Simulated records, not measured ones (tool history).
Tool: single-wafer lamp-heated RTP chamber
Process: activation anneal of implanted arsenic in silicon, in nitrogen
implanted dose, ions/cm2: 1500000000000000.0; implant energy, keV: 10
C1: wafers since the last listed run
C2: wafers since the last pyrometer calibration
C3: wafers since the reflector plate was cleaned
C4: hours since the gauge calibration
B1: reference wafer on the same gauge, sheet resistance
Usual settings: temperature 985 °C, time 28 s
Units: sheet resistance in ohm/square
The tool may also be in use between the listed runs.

{"run": 1, "hour": 0.0, "temperature": 985, "time": 28, "C1": 0, "C2": 213, "C3": 3618, "C4": 163.5, "B1": 123.08, "sheet resistance": 124.55}
{"run": 2, "hour": 67.7, "temperature": 985, "time": 28, "C1": 632, "C2": 846, "C3": 4250, "C4": 231.2, "B1": 123.32, "sheet resistance": 125.82}
{"run": 3, "hour": 166.0, "temperature": 985, "time": 28, "C1": 918, "C2": 1764, "C3": 5168, "C4": 329.5, "B1": 123.55, "sheet resistance": 125.28}
{"hour": 188.4, "done": "reflector plate cleaned"}
{"run": 4, "hour": 232.8, "temperature": 985, "time": 23, "C1": 549, "C2": 2313, "C3": 414, "C4": 396.3, "B1": 123.66, "sheet resistance": 130.15}
{"run": 5, "hour": 319.3, "temperature": 985, "time": 23, "C1": 807, "C2": 3121, "C3": 1222, "C4": 482.8, "B1": 123.79, "sheet resistance": 130.75}
{"hour": 377.7, "done": "pyrometer window cleaned and pyrometer calibrated"}
{"run": 6, "hour": 418.6, "temperature": 976, "time": 28, "C1": 852, "C2": 381, "C3": 2075, "C4": 582.1, "B1": 124, "sheet resistance": 134.36}
{"run": 7, "hour": 514.6, "temperature": 976, "time": 28, "C1": 896, "C2": 1278, "C3": 2972, "C4": 678.1, "B1": 124.28, "sheet resistance": 133.74}
{"run": 8, "hour": 579.5, "temperature": 985, "time": 28, "C1": 606, "C2": 1884, "C3": 3578, "C4": 743, "B1": 124.35, "sheet resistance": 126.35}
{"run": 9, "hour": 641.5, "temperature": 985, "time": 28, "C1": 579, "C2": 2463, "C3": 4157, "C4": 805, "B1": 124.51, "sheet resistance": 126.99}
{"hour": 670.2, "done": "reflector plate cleaned"}
{"run": 10, "hour": 719.3, "temperature": 985, "time": 28, "C1": 651, "C2": 3115, "C3": 458, "C4": 882.8, "B1": 124.69, "sheet resistance": 127.11}
{"hour": 730.0, "done": "gauge calibrated"}
{"run": 11, "hour": 784.9, "temperature": 985, "time": 28, "C1": 612, "C2": 3727, "C3": 1071, "C4": 54.9, "B1": 123.37, "sheet resistance": 125.43}
{"hour": 862.3, "done": "pyrometer window cleaned and pyrometer calibrated"}
{"run": 12, "hour": 878.9, "temperature": 1012, "time": 17, "C1": 803, "C2": 154, "C3": 1874, "C4": 148.9, "B1": 123.7, "sheet resistance": 116.9}
{"run": 13, "hour": 953.7, "temperature": 1014, "time": 42, "C1": 698, "C2": 853, "C3": 2573, "C4": 223.7, "B1": 123.75, "sheet resistance": 95.15}
{"run": 14, "hour": 1030.0, "temperature": 969, "time": 16, "C1": 712, "C2": 1566, "C3": 3285, "C4": 300, "B1": 124, "sheet resistance": 153.42}
{"hour": 1123.4, "done": "reflector plate cleaned"}
{"run": 15, "hour": 1123.9, "temperature": 971, "time": 28, "C1": 802, "C2": 2368, "C3": 4, "C4": 393.9, "B1": 124.14, "sheet resistance": 139.23}
{"run": 16, "hour": 1166.7, "temperature": 985, "time": 12, "C1": 399, "C2": 2768, "C3": 404, "C4": 436.7, "B1": 124.28, "sheet resistance": 148.2}
{"run": 17, "hour": 1223.9, "temperature": 985, "time": 28, "C1": 534, "C2": 3302, "C3": 938, "C4": 493.9, "B1": 124.44, "sheet resistance": 127.08}
{"run": 18, "hour": 1321.6, "temperature": 985, "time": 41, "C1": 912, "C2": 4214, "C3": 1851, "C4": 591.6, "B1": 124.56, "sheet resistance": 116.12}
{"hour": 1343.5, "done": "pyrometer window cleaned and pyrometer calibrated"}
{"run": 19, "hour": 1383.3, "temperature": 985, "time": 28, "C1": 501, "C2": 371, "C3": 2352, "C4": 653.3, "B1": 124.64, "sheet resistance": 127.18}
{"run": 20, "hour": 1433.4, "temperature": 985, "time": 14, "C1": 467, "C2": 839, "C3": 2820, "C4": 703.4, "B1": 124.79, "sheet resistance": 145.55}
{"run": 21, "hour": 1530.6, "temperature": 985, "time": 28, "C1": 907, "C2": 1747, "C3": 3728, "C4": 800.6, "B1": 125.08, "sheet resistance": 127.41}
{"hour": 1561.4, "done": "reflector plate cleaned"}
{"run": 22, "hour": 1577.0, "temperature": 985, "time": 28, "C1": 358, "C2": 2106, "C3": 146, "C4": 847, "B1": 125.28, "sheet resistance": 126.91}
{"run": 23, "hour": 1659.7, "temperature": 999, "time": 45, "C1": 772, "C2": 2878, "C3": 918, "C4": 929.7, "B1": 125.32, "sheet resistance": 103.86}

Forecast each of these 3 alternatives for the next run:
{"run": "A", "hour": 1660.1, "temperature": 985, "time": 28, "C1": 3, "C2": 2882, "C3": 922, "C4": 930.1, "B1": "?", "sheet resistance": "?"}
{"run": "B", "hour": 1660.1, "temperature": 1005, "time": 40, "C1": 3, "C2": 2882, "C3": 922, "C4": 930.1, "B1": "?", "sheet resistance": "?"}
{"run": "C", "hour": 1660.1, "temperature": 985, "time": 22, "C1": 3, "C2": 2882, "C3": 922, "C4": 930.1, "B1": "?", "sheet resistance": "?"}

run=A B1=125.37 sheet_resistance=127.87
run=B B1=125.37 sheet_resistance=102.66
run=C B1=125.37 sheet_resistance=134.23
Without the tool's hidden state the same runs would have given:
run=A sheet_resistance=125.49
run=B sheet_resistance=100.74
run=C sheet_resistance=131.73
